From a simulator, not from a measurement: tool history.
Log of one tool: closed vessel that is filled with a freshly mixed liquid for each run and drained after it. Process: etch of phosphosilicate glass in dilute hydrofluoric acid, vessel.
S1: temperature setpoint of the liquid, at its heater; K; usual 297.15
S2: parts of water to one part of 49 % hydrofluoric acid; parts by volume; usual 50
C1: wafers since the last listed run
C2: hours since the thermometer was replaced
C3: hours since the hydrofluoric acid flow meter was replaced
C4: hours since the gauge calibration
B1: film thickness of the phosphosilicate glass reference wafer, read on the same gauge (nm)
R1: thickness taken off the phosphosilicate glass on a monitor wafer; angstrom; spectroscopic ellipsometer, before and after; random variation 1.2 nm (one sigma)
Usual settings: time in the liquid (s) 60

{"run": 1, "hour": 0.0, "S1": 297.15, "S2": 50, "time in the liquid (s)": 60, "C1": 0, "C2": 1868.4, "C3": 1207.6, "C4": 479.6, "B1": 98.23, "R1": 2561.6}
{"run": 2, "hour": 20.0, "S1": 297.15, "S2": 50, "time in the liquid (s)": 60, "C1": 1357, "C2": 1888.4, "C3": 1227.6, "C4": 499.6, "B1": 98.16, "R1": 2556.3}
{"run": 3, "hour": 106.8, "S1": 297.15, "S2": 70, "time in the liquid (s)": 70, "C1": 5891, "C2": 1975.2, "C3": 1314.4, "C4": 586.4, "B1": 97.83, "R1": 2073.8}
{"run": 4, "hour": 170.1, "S1": 297.15, "S2": 70, "time in the liquid (s)": 70, "C1": 4296, "C2": 2038.5, "C3": 1377.7, "C4": 649.7, "B1": 97.56, "R1": 2056.9}
{"run": 5, "hour": 189.6, "S1": 297.15, "S2": 70, "time in the liquid (s)": 70, "C1": 1323, "C2": 2058.0, "C3": 1397.2, "C4": 669.2, "B1": 97.49, "R1": 2073.0}
{"run": 6, "hour": 207.5, "S1": 297.15, "S2": 50, "time in the liquid (s)": 60, "C1": 1215, "C2": 2075.9, "C3": 1415.1, "C4": 687.1, "B1": 97.41, "R1": 2549.3}
{"run": 7, "hour": 239.8, "S1": 297.15, "S2": 50, "time in the liquid (s)": 60, "C1": 2192, "C2": 2108.2, "C3": 1447.4, "C4": 719.4, "B1": 97.27, "R1": 2537.4}
{"run": 8, "hour": 271.6, "S1": 297.15, "S2": 50, "time in the liquid (s)": 60, "C1": 2158, "C2": 2140.0, "C3": 1479.2, "C4": 751.2, "B1": 97.18, "R1": 2529.3}
{"run": 9, "hour": 307.4, "S1": 297.15, "S2": 50, "time in the liquid (s)": 60, "C1": 2430, "C2": 2175.8, "C3": 1515.0, "C4": 787.0, "B1": 97.02, "R1": 2521.4}
{"run": 10, "hour": 326.3, "S1": 297.15, "S2": 50, "time in the liquid (s)": 60, "C1": 1282, "C2": 2194.7, "C3": 1533.9, "C4": 805.9, "B1": 96.89, "R1": 2543.0}
{"hour": 344.7, "done": "gauge calibrated"}
{"run": 11, "hour": 361.3, "S1": 297.15, "S2": 50, "time in the liquid (s)": 60, "C1": 2375, "C2": 2229.7, "C3": 1568.9, "C4": 16.6, "B1": 100.13, "R1": 2607.2}
{"run": 12, "hour": 393.6, "S1": 297.15, "S2": 50, "time in the liquid (s)": 60, "C1": 2192, "C2": 2262.0, "C3": 1601.2, "C4": 48.9, "B1": 100.02, "R1": 2608.3}
{"run": 13, "hour": 419.6, "S1": 300.15, "S2": 70, "time in the liquid (s)": 45, "C1": 1764, "C2": 2288.0, "C3": 1627.2, "C4": 74.9, "B1": 99.89, "R1": 1524.0}
{"hour": 436.8, "done": "hydrofluoric acid flow meter replaced"}
{"run": 14, "hour": 446.1, "S1": 297.15, "S2": 50, "time in the liquid (s)": 60, "C1": 1730, "C2": 2314.5, "C3": 9.3, "C4": 101.4, "B1": 99.79, "R1": 2597.4}
{"run": 15, "hour": 481.2, "S1": 297.15, "S2": 50, "time in the liquid (s)": 60, "C1": 2382, "C2": 2349.6, "C3": 44.4, "C4": 136.5, "B1": 99.67, "R1": 2591.2}
{"run": 16, "hour": 502.6, "S1": 299.15, "S2": 40, "time in the liquid (s)": 45, "C1": 1452, "C2": 2371.0, "C3": 65.8, "C4": 157.9, "B1": 99.55, "R1": 2665.4}
{"run": 17, "hour": 521.4, "S1": 294.65, "S2": 40, "time in the liquid (s)": 60, "C1": 1276, "C2": 2389.8, "C3": 84.6, "C4": 176.7, "B1": 99.49, "R1": 2956.7}
{"hour": 540.8, "done": "thermometer replaced"}
{"run": 18, "hour": 555.7, "S1": 301.15, "S2": 70, "time in the liquid (s)": 90, "C1": 2260, "C2": 14.9, "C3": 118.9, "C4": 211.0, "B1": 99.39, "R1": 3150.5}
{"run": 19, "hour": 568.9, "S1": 299.65, "S2": 40, "time in the liquid (s)": 50, "C1": 895, "C2": 28.1, "C3": 132.1, "C4": 224.2, "B1": 99.32, "R1": 3028.5}
{"run": 20, "hour": 591.2, "S1": 297.15, "S2": 50, "time in the liquid (s)": 60, "C1": 1513, "C2": 50.4, "C3": 154.4, "C4": 246.5, "B1": 99.21, "R1": 2591.8}
{"run": 21, "hour": 606.7, "S1": 297.15, "S2": 50, "time in the liquid (s)": 60, "C1": 1052, "C2": 65.9, "C3": 169.9, "C4": 262.0, "B1": 99.14, "R1": 2598.6}
{"run": 22, "hour": 627.1, "S1": 297.15, "S2": 75, "time in the liquid (s)": 60, "C1": 1384, "C2": 86.3, "C3": 190.3, "C4": 282.4, "B1": 99.06, "R1": 1665.0}
{"run": 23, "hour": 653.0, "S1": 297.15, "S2": 50, "time in the liquid (s)": 60, "C1": 1758, "C2": 112.2, "C3": 216.2, "C4": 308.3, "B1": 98.95, "R1": 2591.7}
{"run": 24, "hour": 685.9, "S1": 297.15, "S2": 30, "time in the liquid (s)": 45, "C1": 2233, "C2": 145.1, "C3": 249.1, "C4": 341.2, "B1": 98.83, "R1": 3308.7}

Forecast each of these 4 alternatives for the next run:
{"run": "A", "hour": 686.6, "S1": 297.15, "S2": 50, "time in the liquid (s)": 60, "C1": 47, "C2": 145.8, "C3": 249.8, "C4": 341.9, "B1": "?", "R1": "?"}
{"run": "B", "hour": 686.6, "S1": 295.65, "S2": 40, "time in the liquid (s)": 60, "C1": 47, "C2": 145.8, "C3": 249.8, "C4": 341.9, "B1": "?", "R1": "?"}
{"run": "C", "hour": 686.6, "S1": 295.15, "S2": 30, "time in the liquid (s)": 35, "C1": 47, "C2": 145.8, "C3": 249.8, "C4": 341.9, "B1": "?", "R1": "?"}
{"run": "D", "hour": 686.6, "S1": 294.15, "S2": 60, "time in the liquid (s)": 50, "C1": 47, "C2": 145.8, "C3": 249.8, "C4": 341.9, "B1": "?", "R1": "?"}

run=A B1=98.84 R1=2558.9
run=B B1=98.84 R1=3044.9
run=C B1=98.84 R1=2348.7
run=D B1=98.84 R1=1549.2
Without the tool's hidden state the same runs would have given:
run=A R1=2589.1
run=B R1=3080.8
run=C R1=2376.4
run=D R1=1567.5

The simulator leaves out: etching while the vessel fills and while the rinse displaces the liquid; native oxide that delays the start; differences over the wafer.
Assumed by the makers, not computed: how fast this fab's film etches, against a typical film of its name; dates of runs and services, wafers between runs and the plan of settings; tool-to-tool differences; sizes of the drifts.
